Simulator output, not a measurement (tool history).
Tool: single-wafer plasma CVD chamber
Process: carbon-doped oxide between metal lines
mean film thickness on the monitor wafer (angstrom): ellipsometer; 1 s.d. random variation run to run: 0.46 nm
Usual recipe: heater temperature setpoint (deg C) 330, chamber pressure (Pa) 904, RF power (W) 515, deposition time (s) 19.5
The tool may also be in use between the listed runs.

run,day,heater temperature setpoint (deg C),chamber pressure (Pa),RF power (W),deposition time (s),"read-back reference wafer on the same gauge, thickness_nm",mean film thickness on the monitor wafer (angstrom)
1,0,330,904,515,19.5,125.956,1049.96
2,2.7,330,904,515,19.5,125.902,1059.65
3,4.525,330,904,515,19.5,125.819,1059.44
4,7.229,337,904,515,19.5,125.769,1029.37
5,9.342,337,904,515,19.5,125.98,1025.58
# day 10.921: showerhead replaced, of another model than before
6,10.971,330,904,515,21.3,125.793,1149.41
7,12.633,330,904,515,21.3,126.133,1145.84
8,15.621,330,780,515,19.5,125.965,1045.42
# day 16.262: gauge calibrated
# day 16.767: capacitance manometer re-zeroed and calibrated
9,18.104,330,904,515,19.5,126.066,1052.68
# day 19.229: thermocouple changed; heater temperature recalibrated
10,19.621,330,904,515,19.5,125.958,1069.9
11,20.933,335,992,600,19.5,126.012,1142.17
12,23.671,330,904,515,19.5,125.822,1069.36
13,25.042,342,764,570,21.6,125.988,1182.73
14,26.708,330,904,555,19.5,125.786,1105.71
15,28.521,330,904,515,19.5,125.898,1077.05
16,34.275,316,985,515,16,126.068,937.88
# day 38.825: RF generator calibrated
17,40.621,345,703,515,19.5,126,998.52
18,43.175,336,904,515,19.5,125.855,1037.26
19,44.346,330,904,515,19.5,126.034,1063.05
20,46.242,330,904,515,21.3,125.922,1162.22
21,47.583,330,809,425,19.5,125.97,950.8
22,49.95,330,904,515,16.8,125.99,921.12
23,52.867,330,904,515,19.5,125.909,1060.99
24,55.333,330,691,515,19.5,126.099,1049.16
25,57.379,324,1119,515,19.5,126.133,1093.85
26,59.521,330,904,560,21.2,126.025,1214.7
27,61.608,330,904,515,19.5,126.145,1064.99

Here are 5 independent what-if runs from the current tool condition. What would each one return?
A,61.625,330,1020,515,19.5,?,?
B,61.625,330,692,515,17.6,?,?
C,61.625,330,741,565,16.6,?,?
D,61.625,343,904,515,17.3,?,?
E,61.625,338,904,460,19.5,?,?

run,"read-back reference wafer on the same gauge, thickness_nm",mean film thickness on the monitor wafer (angstrom)
A,125.981,1066.78
B,125.981,949.44
C,125.981,945.42
D,125.981,901.59
E,125.981,970.39
Without the tool's unlogged condition, the same runs would have read:
run,mean film thickness on the monitor wafer (angstrom)
A,1073.73
B,955.63
C,951.58
D,906.81
E,976.32
